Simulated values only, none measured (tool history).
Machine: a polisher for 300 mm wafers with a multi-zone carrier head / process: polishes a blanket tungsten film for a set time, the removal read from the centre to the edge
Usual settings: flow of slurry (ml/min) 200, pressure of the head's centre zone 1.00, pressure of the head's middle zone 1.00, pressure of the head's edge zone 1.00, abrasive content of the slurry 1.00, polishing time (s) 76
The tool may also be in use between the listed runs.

| run | hour | flow of slurry (ml/min) | pressure of the head's centre zone | pressure of the head's middle zone | pressure of the head's edge zone | abrasive content of the slurry | polishing time (s) | wafers since the last listed run | wafers polished on this pad | hours since the slurry nozzle was cleaned | hours since the centre zone pressure was calibrated | hours since the edge zone pressure was calibrated | hours since the carrier head's membrane was replaced | incoming thickness of the incoming film, nm | film removed at the wafer's centre (angstrom) | film removed at mid-radius (angstrom) | film removed at the wafer's edge (angstrom) |
|---|---|---|---|---|---|---|---|---|---|---|---|---|---|---|---|---|---|
| 1 | 0.0 | 200 | 1.00 | 1.00 | 1.00 | 1.00 | 76 | 0 | 800 | 172.9 | 1526.8 | 303.0 | 289.5 | 1339.4 | 4076 | 4088 | 4026 |
| 2 | 27.9 | 155 | 1.00 | 1.00 | 1.00 | 1.00 | 84 | 249 | 1049 | 200.8 | 1554.7 | 330.9 | 317.4 | 1347.5 | 4149 | 4246 | 4210 |
| 3 | 54.4 | 200 | 1.00 | 1.10 | 1.00 | 1.00 | 76 | 236 | 1286 | 227.3 | 1581.2 | 357.4 | 343.9 | 1347.4 | 3934 | 4262 | 3843 |
|  | 58.9 | centre zone pressure recalibrated |
| 4 | 75.9 | 165 | 1.09 | 1.11 | 0.93 | 1.00 | 76 | 174 | 1460 | 248.8 | 17.0 | 378.9 | 365.4 | 1369.0 | 4159 | 4134 | 3641 |
|  | 99.0 | edge zone pressure recalibrated |
| 5 | 103.1 | 220 | 1.00 | 1.06 | 1.06 | 1.00 | 76 | 225 | 1685 | 276.0 | 44.2 | 4.1 | 392.6 | 1383.9 | 3947 | 4109 | 3970 |
| 6 | 122.6 | 200 | 1.00 | 0.95 | 1.00 | 1.00 | 76 | 174 | 1860 | 295.5 | 63.7 | 23.6 | 412.1 | 1369.2 | 3823 | 3658 | 3786 |
|  | 127.9 | worn pad replaced by a new one |
| 7 | 148.7 | 270 | 1.09 | 1.09 | 1.00 | 1.00 | 88 | 197 | 185 | 321.6 | 89.8 | 49.7 | 438.2 | 1379.1 | 5501 | 5400 | 4977 |
| 8 | 161.5 | 200 | 1.00 | 1.00 | 1.00 | 1.00 | 76 | 114 | 300 | 334.4 | 102.6 | 62.5 | 451.0 | 1343.3 | 4178 | 4110 | 4145 |
| 9 | 177.1 | 200 | 1.00 | 1.00 | 1.00 | 1.00 | 63 | 139 | 439 | 350.0 | 118.2 | 78.1 | 466.6 | 1338.1 | 3356 | 3419 | 3384 |
| 10 | 208.5 | 200 | 1.00 | 1.07 | 1.00 | 1.10 | 76 | 280 | 720 | 381.4 | 149.6 | 109.5 | 498.0 | 1371.2 | 4231 | 4380 | 4091 |
| 11 | 233.6 | 200 | 0.94 | 1.00 | 1.00 | 0.90 | 76 | 224 | 944 | 406.5 | 174.7 | 134.6 | 523.1 | 1363.2 | 3687 | 3816 | 3771 |
| 12 | 248.5 | 200 | 1.00 | 1.00 | 0.95 | 1.00 | 76 | 133 | 1077 | 421.4 | 189.6 | 149.5 | 538.0 | 1344.0 | 3994 | 3926 | 3869 |
| 13 | 272.0 | 200 | 1.00 | 1.00 | 1.00 | 1.00 | 76 | 209 | 1287 | 444.9 | 213.1 | 173.0 | 561.5 | 1361.5 | 3903 | 3891 | 3866 |
| 14 | 288.5 | 175 | 1.00 | 1.09 | 1.00 | 0.80 | 76 | 147 | 1434 | 461.4 | 229.6 | 189.5 | 578.0 | 1358.9 | 3513 | 3771 | 3430 |
| 15 | 322.1 | 200 | 1.00 | 1.00 | 1.00 | 1.00 | 76 | 300 | 1734 | 495.0 | 263.2 | 223.1 | 611.6 | 1361.3 | 3801 | 3840 | 3778 |
| 16 | 337.7 | 200 | 1.00 | 1.05 | 0.96 | 1.00 | 49 | 139 | 1873 | 510.6 | 278.8 | 238.7 | 627.2 | 1355.5 | 2461 | 2535 | 2373 |
| 17 | 352.7 | 230 | 1.00 | 0.93 | 1.00 | 1.00 | 76 | 133 | 2007 | 525.6 | 293.8 | 253.7 | 642.2 | 1360.6 | 3834 | 3597 | 3735 |
|  | 364.3 | worn pad replaced by a new one |
| 18 | 367.6 | 130 | 1.00 | 1.00 | 1.00 | 1.00 | 76 | 97 | 29 | 540.5 | 308.7 | 268.6 | 657.1 | 1377.0 | 3810 | 3817 | 3852 |
| 19 | 427.4 | 225 | 1.00 | 1.00 | 1.00 | 0.85 | 76 | 534 | 563 | 600.3 | 368.5 | 328.4 | 716.9 | 1336.2 | 3866 | 3948 | 3940 |
| 20 | 449.3 | 240 | 1.00 | 1.00 | 1.00 | 1.00 | 76 | 195 | 759 | 622.2 | 390.4 | 350.3 | 738.8 | 1360.3 | 4216 | 4195 | 4017 |
|  | 452.6 | slurry nozzle cleaned |
| 21 | 466.9 | 200 | 1.00 | 1.00 | 1.00 | 1.00 | 103 | 148 | 907 | 14.3 | 408.0 | 367.9 | 756.4 | 1343.1 | 5491 | 5376 | 5329 |
|  | 483.1 | edge zone pressure recalibrated |
| 22 | 501.7 | 200 | 1.00 | 1.00 | 1.00 | 1.00 | 76 | 292 | 1200 | 49.1 | 442.8 | 18.6 | 791.2 | 1331.1 | 3889 | 3939 | 3930 |
| 23 | 533.7 | 200 | 1.00 | 1.00 | 1.00 | 1.00 | 76 | 285 | 1486 | 81.1 | 474.8 | 50.6 | 823.2 | 1359.0 | 3824 | 3879 | 3838 |

The tool's hidden state at each run:
slurry flow missing at the pad, %: 0, the same for each run
deviation of the centre zone's pressure from its setpoint, %: 0, the same for each run
deviation of the edge zone's pressure from its setpoint, %: 0, the same for each run
H1: removal rate lost through wear of the pad, %
| run | H1 |
|---|---|
| 1 | 5.21 |
| 2 | 6.53 |
| 3 | 7.79 |
| 4 | 8.8 |
| 5 | 10.1 |
| 6 | 11 |
| 7 | 2.97 |
| 8 | 3.57 |
| 9 | 4.31 |
| 10 | 5.8 |
| 11 | 6.98 |
| 12 | 7.69 |
| 13 | 8.8 |
| 14 | 9.58 |
| 15 | 11.2 |
| 16 | 11.9 |
| 17 | 12.6 |
| 18 | 1.76 |
| 19 | 4.59 |
| 20 | 5.63 |
| 21 | 6.46 |
| 22 | 8.11 |
| 23 | 9.62 |
